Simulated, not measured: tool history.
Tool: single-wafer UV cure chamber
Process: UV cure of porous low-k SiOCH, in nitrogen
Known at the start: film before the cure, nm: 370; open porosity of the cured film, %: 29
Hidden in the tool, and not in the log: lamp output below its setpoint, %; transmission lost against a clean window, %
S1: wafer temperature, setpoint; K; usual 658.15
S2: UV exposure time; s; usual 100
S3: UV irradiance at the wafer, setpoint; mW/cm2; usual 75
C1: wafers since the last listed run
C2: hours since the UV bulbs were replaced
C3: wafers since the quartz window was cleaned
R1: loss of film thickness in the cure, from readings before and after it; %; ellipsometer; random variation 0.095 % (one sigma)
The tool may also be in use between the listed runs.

run,day,S1,S2,S3,C1,C2,C3,R1
1,0,658.15,100,75,0,440.3,1546,7.162
# day 0.392: quartz window cleaned
2,8.817,658.15,100,75,951,651.9,944,7.24
3,11.171,658.15,100,75,263,708.4,1208,7.222
4,12.538,658.15,100,75,153,741.2,1361,7.156
5,13.738,658.15,100,75,134,770,1496,7.21
# day 14.192: quartz window cleaned
6,16.717,662.15,140,75,296,841.5,283,9.371
7,19.621,658.15,80,75,325,911.2,608,6.297
8,22.167,658.15,80,75,285,972.3,894,6.284
9,23.808,658.15,80,75,184,1011.7,1078,6.106
10,25.296,658.15,100,75,166,1047.4,1245,7.118
# day 25.996: quartz window cleaned
11,26.996,658.15,100,75,153,1088.2,111,7.692
12,28.142,658.15,100,75,128,1115.7,240,7.702
13,30.8,651.15,100,75,298,1179.5,538,7.34
14,32.738,658.15,100,75,217,1226,755,7.259
15,34.329,648.15,120,57,178,1264.2,934,6.567
# day 34.9: UV bulbs replaced
16,36.617,658.15,60,63,219,41.2,1153,4.334
17,38.425,640.15,80,113,202,84.6,1356,7.796
# day 41.129: quartz window cleaned
18,41.15,658.15,155,75,268,150,2,10.016
19,43.196,673.15,80,112,229,199.1,231,8.758
20,45.375,646.15,135,75,244,251.4,476,8.608
21,46.592,658.15,100,75,136,280.6,612,7.266
22,53.212,665.15,100,43,742,439.5,1354,4.998
# day 54.017: quartz window cleaned
23,56.033,658.15,100,75,278,507.2,225,7.545
24,58.079,662.15,140,75,229,556.3,455,9.206
25,60.133,658.15,100,61,230,605.6,685,6.486
26,65.904,664.15,120,42,647,744.1,1332,5.683

5 ways to go on from here, each from the tool as it stands after run 26. What would each give?
A,65.925,658.15,130,75,2,744.6,1335,?
B,65.925,674.15,50,51,2,744.6,1335,?
C,65.925,648.15,100,94,2,744.6,1335,?
D,65.925,675.15,55,47,2,744.6,1335,?
E,65.925,649.15,150,101,2,744.6,1335,?

run,R1
A,8.362
B,3.397
C,8.003
D,3.447
E,10.29
Without the tool's hidden state the same runs would have given:
run,R1
A,9.206
B,3.932
C,8.839
D,3.987
E,11.164

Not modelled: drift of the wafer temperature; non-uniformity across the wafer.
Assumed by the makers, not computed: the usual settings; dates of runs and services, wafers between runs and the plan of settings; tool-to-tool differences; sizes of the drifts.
